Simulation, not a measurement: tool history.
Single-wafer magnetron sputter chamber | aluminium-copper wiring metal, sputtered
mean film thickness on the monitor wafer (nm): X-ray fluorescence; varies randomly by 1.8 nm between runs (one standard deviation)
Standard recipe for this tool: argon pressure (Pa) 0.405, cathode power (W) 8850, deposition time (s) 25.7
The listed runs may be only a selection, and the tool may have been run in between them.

run	hour	argon pressure (Pa)	cathode power (W)	deposition time (s)	read-back reference wafer on the same gauge, thickness_nm	mean film thickness on the monitor wafer (nm)
1	0	0.331	8850	23.3	459.562	368.364
2	17	0.458	7250	25.7	460.107	325.608
3	35.2	0.405	8850	25.7	459.428	396.875
4	51.9	0.405	8850	25.7	459.8	394.961
# hour 66.6: sputter target and shields replaced
5	68.9	0.405	8850	25.7	459.416	364.479
# hour 94.1: capacitance manometer re-zeroed and calibrated
6	94.6	0.405	8850	25.7	459.942	367.012
7	94.9	0.445	8850	23.7	459.883	329.974
# hour 111.7: sputter target and shields replaced, repeated, since the last time left the tool worse
# hour 112.3: magnet pack replaced
8	112.8	0.405	8850	25.7	460.238	415.574
9	124	0.295	9600	28.6	460.136	509.596
10	130.9	0.295	9600	28.6	459.671	511.967
11	145.5	0.405	8850	25.7	460.605	412.904
# hour 154.2: gauge calibrated
12	158.5	0.405	8850	28.1	460.103	443.969
13	166.9	0.405	10600	25.7	460.253	480.807
14	181.4	0.274	8850	25.7	459.775	427.304
15	197.2	0.476	8100	20.8	459.926	299.238
16	211	0.405	7550	22.6	460.034	314.395

Had the tool no unlogged condition, and each run kept its random variation, what would the results have been?
Hidden conditions of the tool in this case: deposition rate above that of a new target (%); true argon pressure above the setpoint (%); gauge reads high (%).
run	mean film thickness on the monitor wafer (nm)
1	389.043
2	344.874
3	421.653
4	420.81
5	416.057
6	420.917
7	378.46
8	420.463
9	516.523
10	519.506
11	419.976
12	452.527
13	490.745
14	437.168
15	306.937
16	323.213
